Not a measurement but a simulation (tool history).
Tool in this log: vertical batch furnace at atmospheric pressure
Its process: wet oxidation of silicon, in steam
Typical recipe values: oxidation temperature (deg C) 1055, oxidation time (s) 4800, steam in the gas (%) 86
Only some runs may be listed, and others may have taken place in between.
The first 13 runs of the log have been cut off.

run,hour,oxidation temperature (deg C),oxidation time (s),steam in the gas (%),wafers since the last listed run,hours since the last temperature calibration,hours since the steam generator was serviced,hours since the gauge calibration,"read-back reference wafer on the same gauge, thickness",oxide thickness on the monitor wafer (angstrom)
14,182.3,1055,4800,86,204,4435.7,2140.6,446.8,668.43,7075.2
15,201,1055,4800,86,270,4454.4,2159.3,465.5,669.41,7065.8
# hour 232.8: steam generator serviced
16,233.3,1055,2550,93,120,4486.7,0.5,497.8,667.9,5170
17,239,1055,4800,86,36,4492.4,6.2,503.5,668.06,7060
# hour 259.8: thermocouples replaced and temperature profile calibrated
18,260.3,1055,3840,86,7,0.5,27.5,524.8,667.75,6291.6
19,296.2,1055,4800,75,519,36.4,63.4,560.7,668.27,6589.1
20,310.7,1055,3210,86,209,50.9,77.9,575.2,668.19,5632.6
# hour 313.6: gauge calibrated
21,352.7,1055,4800,86,607,92.9,119.9,39.1,668.86,7056
22,362.8,1055,3090,86,146,103,130,49.2,667.76,5501.4
23,382.1,1055,2610,86,279,122.3,149.3,68.5,668.53,5027.2
24,397,1055,6240,86,215,137.2,164.2,83.4,667.62,8148.8
25,413.1,1055,4800,86,232,153.3,180.3,99.5,668.69,7141.3
26,428.9,1072,4800,97,228,169.1,196.1,115.3,667.72,8079.9
27,442.9,1055,3510,97,202,183.1,210.1,129.3,668.26,6363
28,458.3,1055,4800,83,222,198.5,225.5,144.7,667.24,6925.4
29,470.9,1062,5580,86,182,211.1,238.1,157.3,667.53,7918.6
30,483.8,1076,5820,92,186,224,251,170.2,668.6,8760.3
31,493.1,1055,3090,86,134,233.3,260.3,179.5,667.83,5602.9
32,513.4,1066,4800,76,293,253.6,280.6,199.8,668.74,6869.5
33,523.5,1055,4800,86,146,263.7,290.7,209.9,667.52,7043.2
34,543.1,1055,3870,93,283,283.3,310.3,229.5,668.54,6594.9
35,557.5,1031,5760,94,208,297.7,324.7,243.9,667.55,7422
36,565.8,1039,3060,90,120,306,333,252.2,668.41,5300.2
37,576,1031,4800,86,147,316.2,343.2,262.4,667.29,6409.6

Each row is a separate what-if for the run after 37, all from the same tool condition, not one after another. Results?
A,581.7,1055,4800,86,82,321.9,348.9,268.1,?,?
B,581.7,1055,2880,92,82,321.9,348.9,268.1,?,?
C,581.7,1065,4800,77,82,321.9,348.9,268.1,?,?
D,581.7,1055,4800,97,82,321.9,348.9,268.1,?,?
E,581.7,1064,6000,92,82,321.9,348.9,268.1,?,?

run,"read-back reference wafer on the same gauge, thickness",oxide thickness on the monitor wafer (angstrom)
A,666.98,7050.2
B,666.98,5508.6
C,666.98,6894.5
D,666.98,7532.5
E,666.98,8543.1
With no hidden state in the tool, these same runs would have given:
run,oxide thickness on the monitor wafer (angstrom)
A,7050.2
B,5508.6
C,6894.5
D,7532.5
E,8543.1
